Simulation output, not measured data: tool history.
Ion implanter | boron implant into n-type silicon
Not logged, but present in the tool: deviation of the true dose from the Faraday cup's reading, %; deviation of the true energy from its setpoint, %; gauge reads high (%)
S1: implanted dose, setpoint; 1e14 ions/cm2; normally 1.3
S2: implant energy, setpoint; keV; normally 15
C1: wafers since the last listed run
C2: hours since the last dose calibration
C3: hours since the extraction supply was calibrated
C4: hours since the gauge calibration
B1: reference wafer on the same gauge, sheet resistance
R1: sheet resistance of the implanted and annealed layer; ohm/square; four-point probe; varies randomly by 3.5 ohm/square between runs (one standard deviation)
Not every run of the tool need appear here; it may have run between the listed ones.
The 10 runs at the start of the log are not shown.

run    hour    S1    S2    C1      C2      C3      C4      B1      R1
 11     751   1.3    15  1994  1138.5  3461.4  1915.7  648.12   670.8
 12     804   1.3    15  1523  1191.5  3514.4  1968.7  648.64  679.14
 13   878.4   1.3    15  2137  1265.9  3588.8  2043.1   648.9  673.57
 14   942.8   1.3    15  1850  1330.3  3653.2  2107.5  648.67  667.02
 15  1028.1   1.3    15  2451  1415.6  3738.5  2192.8  648.48  682.29
     1251.1  -- gauge calibrated
 16  1273.1   1.3    15  7040  1660.6  3983.5      22  646.87  679.38
 17  1329.3   1.3    15  1614  1716.8  4039.7    78.2  647.67  675.43
 18  1385.1  0.91    15  1603  1772.6  4095.5     134  649.94  893.02
 19  1474.7  1.13  19.5  2574  1862.2  4185.1   223.6  647.58  725.28
 20  1546.7   1.3    15  2069  1934.2  4257.1   295.6  648.67  671.23
     1574.2  -- Faraday cup replaced and dose calibrated
 21  1621.6  1.02  16.5  1922    47.4    4332   370.5  647.23  779.75
 22  1679.2  1.14  18.5  1655     105  4389.6   428.1  647.72  705.15
 23  1728.8   1.3    15  1425   154.6  4439.2   477.7  649.31  659.71
 24  1836.7  1.12  18.5  3100   262.5  4547.1   585.6  648.15  721.57
 25  1923.9  1.01  12.5  2505   349.7  4634.3   672.8  646.47  824.86
     1947.7  -- extraction supply calibrated
 26  2019.9  1.44  17.5  2528   445.7    72.2   768.8  647.59  603.64
 27  2070.4   1.3  18.5  1451   496.2   122.7   819.3  647.98   646.3
 28  2129.5  0.99    20  1698   555.3   181.8   878.4  649.16  784.46
 29  2225.5   1.3    15  2758   651.3   277.8   974.4  646.93  666.09
 30  2266.6  0.91    15  1181   692.4   318.9  1015.5  646.92  883.78

What will run 31 give?
 31  2396.9  1.13  19.5  3744  822.7  449.2  1145.8   ?   ?

Run 31 produced B1 646.59, R1 719.98 ohm/square.
The same run, on a tool lacking any hidden state, would have yielded R1 694.17 ohm/square.

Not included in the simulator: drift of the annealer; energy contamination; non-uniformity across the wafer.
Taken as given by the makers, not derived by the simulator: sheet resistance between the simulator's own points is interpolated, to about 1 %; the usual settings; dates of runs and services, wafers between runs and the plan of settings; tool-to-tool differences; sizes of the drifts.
